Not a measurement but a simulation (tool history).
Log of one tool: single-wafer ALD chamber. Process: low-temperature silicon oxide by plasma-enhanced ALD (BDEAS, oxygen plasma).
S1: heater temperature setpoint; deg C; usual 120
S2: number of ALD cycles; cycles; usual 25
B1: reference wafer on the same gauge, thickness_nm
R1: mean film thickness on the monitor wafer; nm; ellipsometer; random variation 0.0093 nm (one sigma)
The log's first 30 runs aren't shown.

run 31 hour=1616.5 | S1=134 S2=22 | B1=3.200 | R1=3.034
run 32 hour=1668.7 | S1=120 S2=21 | B1=3.201 | R1=2.991
run 33 hour=1733.4 | S1=120 S2=20 | B1=3.199 | R1=2.830
run 34 hour=1796.2 | S1=110 S2=22 | B1=3.198 | R1=3.190
run 35 hour=1858.8 | S1=120 S2=25 | B1=3.203 | R1=3.558
run 36 hour=1898.9 | S1=120 S2=29 | B1=3.199 | R1=4.132
run 37 hour=1930.1 | S1=116 S2=27 | B1=3.200 | R1=3.857
run 38 hour=1983.9 | S1=130 S2=27 | B1=3.199 | R1=3.739
run 39 hour=2036.8 | S1=120 S2=25 | B1=3.201 | R1=3.552
run 40 hour=2096.4 | S1=107 S2=25 | B1=3.198 | R1=3.640
run 41 hour=2130.0 | S1=108 S2=29 | B1=3.202 | R1=4.227
run 42 hour=2171.1 | S1=120 S2=25 | B1=3.203 | R1=3.549

Run 43 comes next. What will it give?
run 43 hour=2236.1 | S1=120 S2=25 | B1=? | R1=?

B1: 3.200
R1: 3.560 nm
Without the tool's hidden state the same run would have given R1 3.605 nm.
